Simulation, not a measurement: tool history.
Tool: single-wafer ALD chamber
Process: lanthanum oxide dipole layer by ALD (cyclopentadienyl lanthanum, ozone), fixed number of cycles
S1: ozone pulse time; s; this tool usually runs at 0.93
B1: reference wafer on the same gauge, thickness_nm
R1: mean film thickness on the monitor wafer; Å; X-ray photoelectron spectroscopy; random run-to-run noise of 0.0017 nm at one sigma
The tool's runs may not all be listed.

run 1 hour=0.0 | S1=0.75 | B1=0.561 | R1=4.34
run 2 hour=28.8 | S1=0.75 | B1=0.561 | R1=4.30
run 3 hour=43.6 | S1=0.93 | B1=0.561 | R1=4.89
run 4 hour=55.8 | S1=0.93 | B1=0.561 | R1=4.86
run 5 hour=70.6 | S1=0.93 | B1=0.561 | R1=4.86
-- hour=110.7 ozone generator serviced
run 6 hour=111.2 | S1=0.93 | B1=0.561 | R1=5.12
run 7 hour=119.7 | S1=0.93 | B1=0.561 | R1=5.12
run 8 hour=154.0 | S1=0.93 | B1=0.561 | R1=5.06
run 9 hour=175.9 | S1=0.93 | B1=0.561 | R1=5.09
run 10 hour=193.7 | S1=0.93 | B1=0.561 | R1=5.10
run 11 hour=218.7 | S1=0.93 | B1=0.561 | R1=5.07
run 12 hour=233.6 | S1=0.93 | B1=0.561 | R1=5.03
run 13 hour=255.6 | S1=0.93 | B1=0.561 | R1=5.06
run 14 hour=274.0 | S1=0.93 | B1=0.561 | R1=5.07
run 15 hour=298.3 | S1=0.93 | B1=0.561 | R1=5.07
run 16 hour=314.8 | S1=0.70 | B1=0.561 | R1=4.34
run 17 hour=349.4 | S1=0.93 | B1=0.561 | R1=5.03
run 18 hour=364.1 | S1=0.93 | B1=0.561 | R1=5.07
run 19 hour=399.2 | S1=0.93 | B1=0.561 | R1=5.06
run 20 hour=416.5 | S1=0.93 | B1=0.561 | R1=5.00
run 21 hour=443.4 | S1=0.93 | B1=0.561 | R1=5.02
run 22 hour=464.5 | S1=0.93 | B1=0.561 | R1=5.02
-- hour=477.8 thermocouple changed; heater temperature recalibrated
-- hour=492.6 showerhead replaced
run 23 hour=497.1 | S1=1.10 | B1=0.561 | R1=5.38
-- hour=506.5 gauge calibrated
run 24 hour=519.4 | S1=1.21 | B1=0.561 | R1=5.54
run 25 hour=537.2 | S1=1.30 | B1=0.561 | R1=5.62
run 26 hour=555.8 | S1=0.80 | B1=0.561 | R1=4.66
run 27 hour=589.2 | S1=1.15 | B1=0.561 | R1=5.41
run 28 hour=611.4 | S1=0.82 | B1=0.561 | R1=4.72
run 29 hour=634.5 | S1=0.76 | B1=0.561 | R1=4.50
run 30 hour=661.2 | S1=0.60 | B1=0.561 | R1=3.81
run 31 hour=687.7 | S1=0.63 | B1=0.561 | R1=3.97
run 32 hour=718.7 | S1=0.62 | B1=0.561 | R1=3.92
run 33 hour=741.0 | S1=0.93 | B1=0.561 | R1=4.98
run 34 hour=769.7 | S1=0.79 | B1=0.561 | R1=4.57
run 35 hour=789.7 | S1=1.12 | B1=0.561 | R1=5.35

Some steps in R1, run to run, broken into two amounts with sign: the step expected even without the hidden condition (settings, incoming material, random variation), and the rest, left for the hidden condition together with whatever gauge scatter is not in both the measured and the hidden-condition-free result:
Unlogged tool condition in this case: wafer temperature above the value expected at the setpoint (K); ozone dose above that of a generator just serviced (%); gauge reads high (%).
Run 5 -> 6: ozone generator serviced. R1 +0.26 Å: hidden state +0.21, all else +0.05.
Run 25 -> 26: S1 1.30 -> 0.80. R1 -0.96 Å: hidden state -0.04, all else -0.92.
Run 27 -> 28: S1 1.15 -> 0.82. R1 -0.69 Å: hidden state -0.04, all else -0.65.
Run 32 -> 33: S1 0.62 -> 0.93. R1 +1.06 Å: hidden state +0.02, all else +1.04.
Run 34 -> 35: S1 0.79 -> 1.12. R1 +0.78 Å: hidden state +0.04, all else +0.74.

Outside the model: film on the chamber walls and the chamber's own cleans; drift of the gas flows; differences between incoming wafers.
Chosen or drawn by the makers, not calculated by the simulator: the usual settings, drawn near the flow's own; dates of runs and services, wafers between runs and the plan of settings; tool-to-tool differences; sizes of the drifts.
